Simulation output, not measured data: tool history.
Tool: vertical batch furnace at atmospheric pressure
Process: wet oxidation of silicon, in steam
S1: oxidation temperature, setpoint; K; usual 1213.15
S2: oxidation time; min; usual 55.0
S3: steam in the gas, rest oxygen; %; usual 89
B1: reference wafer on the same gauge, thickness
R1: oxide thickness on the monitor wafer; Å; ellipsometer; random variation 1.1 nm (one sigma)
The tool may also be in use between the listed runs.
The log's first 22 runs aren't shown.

{"run": 23, "hour": 1322.7, "S1": 1224.15, "S2": 55.0, "S3": 89, "B1": 238.84, "R1": 2293.4}
{"run": 24, "hour": 1467.8, "S1": 1235.15, "S2": 77.5, "S3": 94, "B1": 238.9, "R1": 3484.2}
{"run": 25, "hour": 1536.1, "S1": 1213.15, "S2": 62.0, "S3": 89, "B1": 239.21, "R1": 2268.1}
{"run": 26, "hour": 1591.2, "S1": 1213.15, "S2": 55.0, "S3": 89, "B1": 238.87, "R1": 2043.5}
{"hour": 1615.9, "done": "thermocouples replaced and temperature profile calibrated"}
{"run": 27, "hour": 1616.4, "S1": 1225.15, "S2": 34.0, "S3": 89, "B1": 239.15, "R1": 1559.4}
{"hour": 1645.7, "done": "steam generator serviced"}
{"run": 28, "hour": 1655.8, "S1": 1213.15, "S2": 55.0, "S3": 89, "B1": 239.1, "R1": 2082.1}
{"run": 29, "hour": 1716.6, "S1": 1213.15, "S2": 55.0, "S3": 89, "B1": 238.79, "R1": 2075.2}
{"run": 30, "hour": 1751.7, "S1": 1206.15, "S2": 32.0, "S3": 85, "B1": 238.96, "R1": 1150.3}
{"run": 31, "hour": 1807.3, "S1": 1213.15, "S2": 64.5, "S3": 89, "B1": 238.91, "R1": 2350.7}
{"run": 32, "hour": 1859.5, "S1": 1237.15, "S2": 55.0, "S3": 89, "B1": 239.09, "R1": 2645.7}
{"run": 33, "hour": 2041.5, "S1": 1213.15, "S2": 55.0, "S3": 80, "B1": 239.31, "R1": 1890.3}
{"run": 34, "hour": 2069.1, "S1": 1195.15, "S2": 47.5, "S3": 97, "B1": 238.9, "R1": 1621.9}
{"run": 35, "hour": 2101.3, "S1": 1213.15, "S2": 55.0, "S3": 92, "B1": 239.06, "R1": 2122.0}
{"run": 36, "hour": 2165.1, "S1": 1225.15, "S2": 34.0, "S3": 89, "B1": 239.02, "R1": 1576.8}
{"run": 37, "hour": 2193.7, "S1": 1213.15, "S2": 55.0, "S3": 89, "B1": 239.12, "R1": 2062.2}

5 ways to go on from here, each from the tool as it stands after run 37. What would each give?
{"run": "A", "hour": 2198.5, "S1": 1213.15, "S2": 55.0, "S3": 89, "B1": "?", "R1": "?"}
{"run": "B", "hour": 2198.5, "S1": 1231.15, "S2": 55.0, "S3": 83, "B1": "?", "R1": "?"}
{"run": "C", "hour": 2198.5, "S1": 1213.15, "S2": 55.0, "S3": 86, "B1": "?", "R1": "?"}
{"run": "D", "hour": 2198.5, "S1": 1237.15, "S2": 77.5, "S3": 97, "B1": "?", "R1": "?"}
{"run": "E", "hour": 2198.5, "S1": 1194.15, "S2": 79.0, "S3": 79, "B1": "?", "R1": "?"}

run=A B1=239.29 R1=2050.0
run=B B1=239.29 R1=2332.0
run=C B1=239.29 R1=1992.3
run=D B1=239.29 R1=3615.4
run=E B1=239.29 R1=2057.5
Without the tool's hidden state the same runs would have given:
run=A R1=2083.4
run=B R1=2368.4
run=C R1=2024.9
run=D R1=3667.6
run=E R1=2091.6

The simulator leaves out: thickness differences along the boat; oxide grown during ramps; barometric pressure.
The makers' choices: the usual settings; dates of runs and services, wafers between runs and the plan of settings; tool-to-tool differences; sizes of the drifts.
